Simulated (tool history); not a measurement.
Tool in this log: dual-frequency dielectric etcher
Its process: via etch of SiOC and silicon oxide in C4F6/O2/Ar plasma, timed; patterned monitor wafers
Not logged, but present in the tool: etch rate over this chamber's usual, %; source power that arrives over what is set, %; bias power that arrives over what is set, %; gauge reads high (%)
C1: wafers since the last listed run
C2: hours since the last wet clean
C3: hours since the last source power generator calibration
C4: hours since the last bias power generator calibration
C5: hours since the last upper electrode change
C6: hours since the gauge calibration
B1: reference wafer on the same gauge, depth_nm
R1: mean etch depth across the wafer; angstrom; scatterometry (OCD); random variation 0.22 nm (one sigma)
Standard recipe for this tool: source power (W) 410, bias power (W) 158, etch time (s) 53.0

run 1 hour=0.0 | source_power_(W)=410 bias_power_(W)=158 etch_time_(s)=53.0 | C1=0 C2=0.5 C3=3020.0 C4=2210.9 C5=2777.8 C6=1550.0 | B1=62.7 | R1=610
run 2 hour=31.7 | source_power_(W)=410 bias_power_(W)=158 etch_time_(s)=53.0 | C1=277 C2=32.2 C3=3051.7 C4=2242.6 C5=2809.5 C6=1581.7 | B1=62.6 | R1=611
run 3 hour=98.6 | source_power_(W)=410 bias_power_(W)=158 etch_time_(s)=53.0 | C1=585 C2=99.1 C3=3118.6 C4=2309.5 C5=2876.4 C6=1648.6 | B1=62.6 | R1=607
run 4 hour=138.9 | source_power_(W)=410 bias_power_(W)=158 etch_time_(s)=53.0 | C1=352 C2=139.4 C3=3158.9 C4=2349.8 C5=2916.7 C6=1688.9 | B1=62.5 | R1=605
run 5 hour=166.2 | source_power_(W)=410 bias_power_(W)=158 etch_time_(s)=53.0 | C1=238 C2=166.7 C3=3186.2 C4=2377.1 C5=2944.0 C6=1716.2 | B1=62.6 | R1=604
run 6 hour=202.8 | source_power_(W)=410 bias_power_(W)=158 etch_time_(s)=53.0 | C1=320 C2=203.3 C3=3222.8 C4=2413.7 C5=2980.6 C6=1752.8 | B1=62.7 | R1=603
run 7 hour=268.1 | source_power_(W)=410 bias_power_(W)=158 etch_time_(s)=53.0 | C1=571 C2=268.6 C3=3288.1 C4=2479.0 C5=3045.9 C6=1818.1 | B1=62.7 | R1=598
run 8 hour=339.1 | source_power_(W)=410 bias_power_(W)=158 etch_time_(s)=53.0 | C1=621 C2=339.6 C3=3359.1 C4=2550.0 C5=3116.9 C6=1889.1 | B1=62.6 | R1=598
-- hour=428.4 gauge calibrated
-- hour=443.8 wet clean of the chamber
run 9 hour=492.8 | source_power_(W)=410 bias_power_(W)=158 etch_time_(s)=53.0 | C1=1134 C2=49.0 C3=3512.8 C4=2703.7 C5=3270.6 C6=64.4 | B1=62.5 | R1=615
run 10 hour=558.1 | source_power_(W)=410 bias_power_(W)=158 etch_time_(s)=53.0 | C1=571 C2=114.3 C3=3578.1 C4=2769.0 C5=3335.9 C6=129.7 | B1=62.6 | R1=609
run 11 hour=593.8 | source_power_(W)=410 bias_power_(W)=158 etch_time_(s)=53.0 | C1=312 C2=150.0 C3=3613.8 C4=2804.7 C5=3371.6 C6=165.4 | B1=62.6 | R1=610
run 12 hour=643.4 | source_power_(W)=410 bias_power_(W)=158 etch_time_(s)=53.0 | C1=433 C2=199.6 C3=3663.4 C4=2854.3 C5=3421.2 C6=215.0 | B1=62.6 | R1=608
run 13 hour=697.6 | source_power_(W)=410 bias_power_(W)=134 etch_time_(s)=64.5 | C1=474 C2=253.8 C3=3717.6 C4=2908.5 C5=3475.4 C6=269.2 | B1=62.5 | R1=697
run 14 hour=722.0 | source_power_(W)=460 bias_power_(W)=158 etch_time_(s)=53.0 | C1=213 C2=278.2 C3=3742.0 C4=2932.9 C5=3499.8 C6=293.6 | B1=62.6 | R1=637
run 15 hour=750.6 | source_power_(W)=410 bias_power_(W)=122 etch_time_(s)=39.5 | C1=250 C2=306.8 C3=3770.6 C4=2961.5 C5=3528.4 C6=322.2 | B1=62.6 | R1=414
run 16 hour=798.6 | source_power_(W)=410 bias_power_(W)=158 etch_time_(s)=69.0 | C1=419 C2=354.8 C3=3818.6 C4=3009.5 C5=3576.4 C6=370.2 | B1=62.6 | R1=777
-- hour=837.9 upper electrode replaced
run 17 hour=851.9 | source_power_(W)=410 bias_power_(W)=158 etch_time_(s)=53.0 | C1=256 C2=408.1 C3=3871.9 C4=3062.8 C5=14.0 C6=423.5 | B1=62.6 | R1=598
-- hour=874.1 source power generator calibrated
-- hour=881.6 wet clean of the chamber
run 18 hour=912.6 | source_power_(W)=470 bias_power_(W)=158 etch_time_(s)=53.0 | C1=430 C2=31.0 C3=38.5 C4=3123.5 C5=74.7 C6=484.2 | B1=62.5 | R1=646
run 19 hour=945.2 | source_power_(W)=360 bias_power_(W)=171 etch_time_(s)=53.0 | C1=285 C2=63.6 C3=71.1 C4=3156.1 C5=107.3 C6=516.8 | B1=62.6 | R1=586
run 20 hour=995.0 | source_power_(W)=410 bias_power_(W)=158 etch_time_(s)=53.0 | C1=435 C2=113.4 C3=120.9 C4=3205.9 C5=157.1 C6=566.6 | B1=62.6 | R1=603
-- hour=1014.3 bias power generator calibrated
run 21 hour=1044.6 | source_power_(W)=410 bias_power_(W)=158 etch_time_(s)=53.0 | C1=398 C2=163.0 C3=170.5 C4=30.3 C5=206.7 C6=616.2 | B1=62.5 | R1=603
run 22 hour=1115.8 | source_power_(W)=410 bias_power_(W)=172 etch_time_(s)=53.0 | C1=622 C2=234.2 C3=241.7 C4=101.5 C5=277.9 C6=687.4 | B1=62.5 | R1=621
run 23 hour=1148.2 | source_power_(W)=410 bias_power_(W)=158 etch_time_(s)=53.0 | C1=283 C2=266.6 C3=274.1 C4=133.9 C5=310.3 C6=719.8 | B1=62.6 | R1=601
run 24 hour=1208.2 | source_power_(W)=410 bias_power_(W)=179 etch_time_(s)=53.0 | C1=524 C2=326.6 C3=334.1 C4=193.9 C5=370.3 C6=779.8 | B1=62.7 | R1=620
run 25 hour=1262.6 | source_power_(W)=360 bias_power_(W)=158 etch_time_(s)=64.0 | C1=475 C2=381.0 C3=388.5 C4=248.3 C5=424.7 C6=834.2 | B1=62.6 | R1=681
run 26 hour=1307.8 | source_power_(W)=410 bias_power_(W)=191 etch_time_(s)=48.0 | C1=395 C2=426.2 C3=433.7 C4=293.5 C5=469.9 C6=879.4 | B1=62.6 | R1=572
-- hour=1413.1 wet clean of the chamber
run 27 hour=1446.3 | source_power_(W)=410 bias_power_(W)=158 etch_time_(s)=53.0 | C1=1001 C2=33.2 C3=572.2 C4=432.0 C5=608.4 C6=1017.9 | B1=62.6 | R1=613
run 28 hour=1482.2 | source_power_(W)=410 bias_power_(W)=158 etch_time_(s)=44.5 | C1=314 C2=69.1 C3=608.1 C4=467.9 C5=644.3 C6=1053.8 | B1=62.5 | R1=512
run 29 hour=1537.7 | source_power_(W)=320 bias_power_(W)=198 etch_time_(s)=38.5 | C1=485 C2=124.6 C3=663.6 C4=523.4 C5=699.8 C6=1109.3 | B1=62.7 | R1=421
run 30 hour=1576.1 | source_power_(W)=380 bias_power_(W)=189 etch_time_(s)=53.0 | C1=335 C2=163.0 C3=702.0 C4=561.8 C5=738.2 C6=1147.7 | B1=62.5 | R1=619

Measured result minus the same run's result without the hidden state. Both carry the same run-to-run variation, though not necessarily the same gauge scatter:
run=1 R1=+0
run=2 R1=-1
run=3 R1=-4
run=4 R1=-6
run=5 R1=-6
run=6 R1=-8
run=7 R1=-10
run=8 R1=-13
run=9 R1=+1
run=10 R1=-1
run=11 R1=-2
run=12 R1=-4
run=13 R1=-7
run=14 R1=-7
run=15 R1=-6
run=16 R1=-13
run=17 R1=-12
run=18 R1=-4
run=19 R1=-4
run=20 R1=-6
run=21 R1=-8
run=22 R1=-10
run=23 R1=-11
run=24 R1=-14
run=25 R1=-18
run=26 R1=-16
run=27 R1=-2
run=28 R1=-3
run=29 R1=-4
run=30 R1=-7

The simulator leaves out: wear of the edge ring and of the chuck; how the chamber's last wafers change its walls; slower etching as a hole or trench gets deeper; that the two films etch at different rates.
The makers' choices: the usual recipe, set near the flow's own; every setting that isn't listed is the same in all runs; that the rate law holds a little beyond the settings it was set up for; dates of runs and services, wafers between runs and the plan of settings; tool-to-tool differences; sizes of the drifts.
